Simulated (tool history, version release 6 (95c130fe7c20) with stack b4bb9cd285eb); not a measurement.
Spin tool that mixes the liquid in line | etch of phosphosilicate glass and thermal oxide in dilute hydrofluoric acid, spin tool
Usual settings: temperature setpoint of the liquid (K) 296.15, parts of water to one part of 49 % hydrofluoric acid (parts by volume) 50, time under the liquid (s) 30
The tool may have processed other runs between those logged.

run	hour	temperature setpoint of the liquid (K)	parts of water to one part of 49 % hydrofluoric acid (parts by volume)	time under the liquid (s)	read-back film thickness of the phosphosilicate glass reference wafer, read on the same gauge (nm)	read-back film thickness of the thermal oxide reference wafer, read on the same gauge (nm)	thickness taken off the phosphosilicate glass on a monitor wafer (nm)	thickness taken off the thermal oxide on a monitor wafer (nm)
1	0.0	298.65	50	30	150.04	89.994	74.27	3.530
2	50.0	298.65	50	30	149.97	89.999	75.38	3.580
3	79.3	298.65	50	30	150.02	90.006	74.55	3.563
4	107.7	296.15	50	45	150.00	89.994	100.67	4.844
5	162.4	296.15	50	45	150.01	90.003	101.91	4.867
6	217.0	293.65	50	30	149.97	89.970	61.51	2.965
7	269.9	293.65	50	30	150.01	90.019	62.60	2.950
8	337.3	293.65	50	30	150.01	89.996	62.44	2.959
9	405.2	296.15	65	30	149.97	90.016	53.12	2.505
10	458.1	298.15	35	40	149.99	89.988	146.11	7.059
# hour 495.4: thermometer replaced
11	524.5	296.15	50	15	150.00	89.996	31.23	1.497
12	556.1	296.15	50	30	150.00	90.028	62.25	2.950
13	583.4	294.15	35	20	150.01	89.999	55.43	2.642
# hour 626.5: hydrofluoric acid flow meter replaced
14	652.3	298.15	50	50	150.01	90.012	103.31	4.972
15	707.8	297.65	70	40	150.03	90.025	56.58	2.756
16	765.5	296.15	50	30	149.98	90.051	57.57	2.803
17	815.0	296.15	50	30	150.03	89.983	58.91	2.810
18	858.7	296.15	30	40	149.98	89.996	132.88	6.428
19	899.5	297.65	70	50	150.00	90.017	72.29	3.478
# hour 904.6: gauge calibrated
20	946.6	292.15	50	40	150.00	89.980	66.92	3.242
21	1011.4	298.65	50	30	149.97	90.020	66.08	3.138
22	1216.6	292.65	60	35	150.01	90.042	50.65	2.410

The next listed run, before its measurement:
23	1284.1	296.15	25	45	?	?	?	?

Run 23 came out at read-back film thickness of the phosphosilicate glass reference wafer, read on the same gauge (nm) 149.99, read-back film thickness of the thermal oxide reference wafer, read on the same gauge (nm) 90.006, thickness taken off the phosphosilicate glass on a monitor wafer (nm) 191.97, thickness taken off the thermal oxide on a monitor wafer (nm) 9.065.
On a tool with no hidden condition, and with the same random variation, this run would have come out at thickness taken off the phosphosilicate glass on a monitor wafer (nm) 179.62, thickness taken off the thermal oxide on a monitor wafer (nm) 8.482.
